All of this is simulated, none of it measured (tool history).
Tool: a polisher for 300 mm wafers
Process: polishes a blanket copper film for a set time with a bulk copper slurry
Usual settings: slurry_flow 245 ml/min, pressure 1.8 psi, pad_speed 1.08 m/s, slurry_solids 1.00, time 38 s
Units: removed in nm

run,hour,slurry_flow,pressure,pad_speed,slurry_solids,time,wafers since the last listed run,wafers polished on this pad,hours since the slurry nozzle was cleaned,hours since the head pressure was calibrated,hours since the slurry blender was calibrated,"incoming thickness of the incoming film, nm",removed
1,0.0,215,1.8,1.08,1.00,30,0,8070,513.3,484.9,593.0,2879.4,174.3
2,55.7,245,1.8,1.08,1.00,38,807,8877,569.0,540.6,648.7,2882.1,222.7
# hour 60.1: worn pad replaced by a new one
3,94.1,245,1.8,1.08,1.00,38,498,492,607.4,579.0,687.1,2878.6,243.3
# hour 151.8: slurry blender recalibrated
# hour 161.4: slurry nozzle cleaned
4,201.6,245,1.8,1.08,1.00,38,1514,2006,40.2,686.5,49.8,2847.9,243.2
5,252.3,245,1.8,1.08,1.00,38,734,2741,90.9,737.2,100.5,2884.2,242.4
# hour 294.7: head pressure recalibrated
6,295.2,245,1.8,1.08,1.00,38,592,3334,133.8,0.5,143.4,2835.6,239.7
7,336.5,245,1.8,1.08,0.80,45,598,3932,175.1,41.8,184.7,2868.1,262.6
8,434.8,245,1.8,0.96,1.00,38,1424,5357,273.4,140.1,283.0,2867.7,214.5
9,486.3,205,1.8,1.18,1.00,32,746,6103,324.9,191.6,334.5,2839.9,210.5
10,549.2,245,1.2,0.82,1.00,27,911,7015,387.8,254.5,397.4,2832.1,90.4
11,651.8,245,1.8,1.08,0.90,47,1486,8502,490.4,357.1,500.0,2848.5,275.1
12,713.9,220,2.4,1.08,1.00,38,899,9402,552.5,419.2,562.1,2914.5,289.7
13,778.6,245,2.0,0.74,1.00,38,937,10340,617.2,483.9,626.8,2904.2,180.3
# hour 788.5: worn pad replaced by a new one
# hour 797.2: slurry blender recalibrated
# hour 836.2: slurry nozzle cleaned
14,860.2,245,2.0,1.08,1.00,38,1081,995,24.0,565.5,63.0,2887.0,270.9
15,919.2,245,1.8,0.76,1.25,46,855,1850,83.0,624.5,122.0,2876.4,243.4
# hour 1006.1: head pressure recalibrated
16,1007.0,300,1.8,1.08,1.00,27,1243,3094,170.8,0.9,209.8,2870.0,174.0
17,1065.4,245,1.8,1.40,1.00,42,846,3940,229.2,59.3,268.2,2881.0,323.8

Run 18 comes next. What will it give?
18,1133.6,170,2.0,1.08,1.20,34,988,4928,297.4,127.5,336.4,2862.8,?

{"run 18": {"removed": 240.4}}
Without the tool's hidden state the same run would have given removed 249.5 nm.
